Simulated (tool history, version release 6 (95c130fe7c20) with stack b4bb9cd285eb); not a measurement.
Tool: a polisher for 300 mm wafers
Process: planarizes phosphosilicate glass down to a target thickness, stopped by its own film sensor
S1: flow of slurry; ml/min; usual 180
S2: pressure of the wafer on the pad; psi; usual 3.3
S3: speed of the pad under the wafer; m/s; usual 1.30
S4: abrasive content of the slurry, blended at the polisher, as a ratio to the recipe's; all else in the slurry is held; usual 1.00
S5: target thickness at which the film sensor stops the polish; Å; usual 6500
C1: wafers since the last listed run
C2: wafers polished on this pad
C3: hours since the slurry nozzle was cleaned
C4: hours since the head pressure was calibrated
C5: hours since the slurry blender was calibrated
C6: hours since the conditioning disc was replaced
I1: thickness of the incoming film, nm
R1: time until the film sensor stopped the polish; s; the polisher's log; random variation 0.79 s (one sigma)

{"run": 1, "hour": 0.0, "S1": 180, "S2": 3.3, "S3": 1.3, "S4": 1.0, "S5": 6500, "C1": 0, "C2": 948, "C3": 94.4, "C4": 456.6, "C5": 31.9, "C6": 233.4, "I1": 1638.9, "R1": 87.7}
{"hour": 11.7, "done": "worn pad replaced by a new one"}
{"run": 2, "hour": 13.0, "S1": 180, "S2": 3.3, "S3": 1.3, "S4": 1.0, "S5": 6500, "C1": 72, "C2": 10, "C3": 107.4, "C4": 469.6, "C5": 44.9, "C6": 246.4, "I1": 1631.5, "R1": 89.2}
{"run": 3, "hour": 19.5, "S1": 180, "S2": 3.3, "S3": 1.3, "S4": 1.0, "S5": 6500, "C1": 52, "C2": 62, "C3": 113.9, "C4": 476.1, "C5": 51.4, "C6": 252.9, "I1": 1677.7, "R1": 92.3}
{"run": 4, "hour": 30.2, "S1": 180, "S2": 3.3, "S3": 1.3, "S4": 1.0, "S5": 6500, "C1": 86, "C2": 149, "C3": 124.6, "C4": 486.8, "C5": 62.1, "C6": 263.6, "I1": 1655.6, "R1": 91.2}
{"run": 5, "hour": 39.9, "S1": 180, "S2": 3.3, "S3": 1.3, "S4": 1.0, "S5": 6500, "C1": 78, "C2": 227, "C3": 134.3, "C4": 496.5, "C5": 71.8, "C6": 273.3, "I1": 1643.9, "R1": 89.6}
{"run": 6, "hour": 49.9, "S1": 180, "S2": 3.3, "S3": 1.3, "S4": 1.0, "S5": 6500, "C1": 80, "C2": 308, "C3": 144.3, "C4": 506.5, "C5": 81.8, "C6": 283.3, "I1": 1645.0, "R1": 89.4}
{"run": 7, "hour": 61.6, "S1": 180, "S2": 3.3, "S3": 1.18, "S4": 1.0, "S5": 6500, "C1": 94, "C2": 402, "C3": 156.0, "C4": 518.2, "C5": 93.5, "C6": 295.0, "I1": 1634.5, "R1": 97.0}
{"run": 8, "hour": 69.6, "S1": 180, "S2": 3.3, "S3": 1.18, "S4": 1.0, "S5": 6500, "C1": 64, "C2": 467, "C3": 164.0, "C4": 526.2, "C5": 101.5, "C6": 303.0, "I1": 1625.8, "R1": 95.3}
{"run": 9, "hour": 78.1, "S1": 180, "S2": 3.3, "S3": 1.18, "S4": 1.0, "S5": 6500, "C1": 68, "C2": 535, "C3": 172.5, "C4": 534.7, "C5": 110.0, "C6": 311.5, "I1": 1663.9, "R1": 99.7}
{"run": 10, "hour": 89.0, "S1": 180, "S2": 4.1, "S3": 1.3, "S4": 1.0, "S5": 6500, "C1": 87, "C2": 623, "C3": 183.4, "C4": 545.6, "C5": 120.9, "C6": 322.4, "I1": 1664.6, "R1": 73.8}
{"hour": 104.7, "done": "head pressure recalibrated"}
{"hour": 116.8, "done": "slurry nozzle cleaned"}
{"run": 11, "hour": 123.5, "S1": 180, "S2": 4.1, "S3": 1.3, "S4": 1.0, "S5": 6500, "C1": 254, "C2": 878, "C3": 6.7, "C4": 18.8, "C5": 155.4, "C6": 356.9, "I1": 1654.2, "R1": 70.2}
{"run": 12, "hour": 136.6, "S1": 180, "S2": 4.0, "S3": 1.58, "S4": 1.0, "S5": 6500, "C1": 105, "C2": 983, "C3": 19.8, "C4": 31.9, "C5": 168.5, "C6": 370.0, "I1": 1675.4, "R1": 62.9}
{"hour": 147.7, "done": "worn pad replaced by a new one"}
{"run": 13, "hour": 148.2, "S1": 180, "S2": 3.3, "S3": 1.3, "S4": 1.0, "S5": 6500, "C1": 61, "C2": 3, "C3": 31.4, "C4": 43.5, "C5": 180.1, "C6": 381.6, "I1": 1641.4, "R1": 86.9}
{"run": 14, "hour": 162.6, "S1": 240, "S2": 3.3, "S3": 1.3, "S4": 1.0, "S5": 9900, "C1": 116, "C2": 120, "C3": 45.8, "C4": 57.9, "C5": 194.5, "C6": 396.0, "I1": 1653.4, "R1": 56.7}
{"hour": 169.8, "done": "slurry blender recalibrated"}
{"run": 15, "hour": 174.4, "S1": 180, "S2": 3.3, "S3": 1.3, "S4": 0.85, "S5": 6500, "C1": 79, "C2": 199, "C3": 57.6, "C4": 69.7, "C5": 4.6, "C6": 407.8, "I1": 1638.8, "R1": 97.5}
{"run": 16, "hour": 182.5, "S1": 180, "S2": 2.9, "S3": 1.56, "S4": 1.25, "S5": 3290, "C1": 65, "C2": 264, "C3": 65.7, "C4": 77.8, "C5": 12.7, "C6": 415.9, "I1": 1632.9, "R1": 103.1}
{"hour": 187.7, "done": "conditioning disc replaced and pad reconditioned"}
{"run": 17, "hour": 198.6, "S1": 180, "S2": 3.3, "S3": 1.3, "S4": 1.0, "S5": 6500, "C1": 113, "C2": 378, "C3": 81.8, "C4": 93.9, "C5": 28.8, "C6": 10.9, "I1": 1660.3, "R1": 91.9}

Run 18 comes next. What will it give?
{"run": 18, "hour": 210.6, "S1": 165, "S2": 2.6, "S3": 1.06, "S4": 1.15, "S5": 6500, "C1": 96, "C2": 475, "C3": 93.8, "C4": 105.9, "C5": 40.8, "C6": 22.9, "I1": 1666.1, "R1": "?"}

Run 18 gave R1 130.9 s.
Without the tool's hidden state the same run would have given R1 122.7 s.
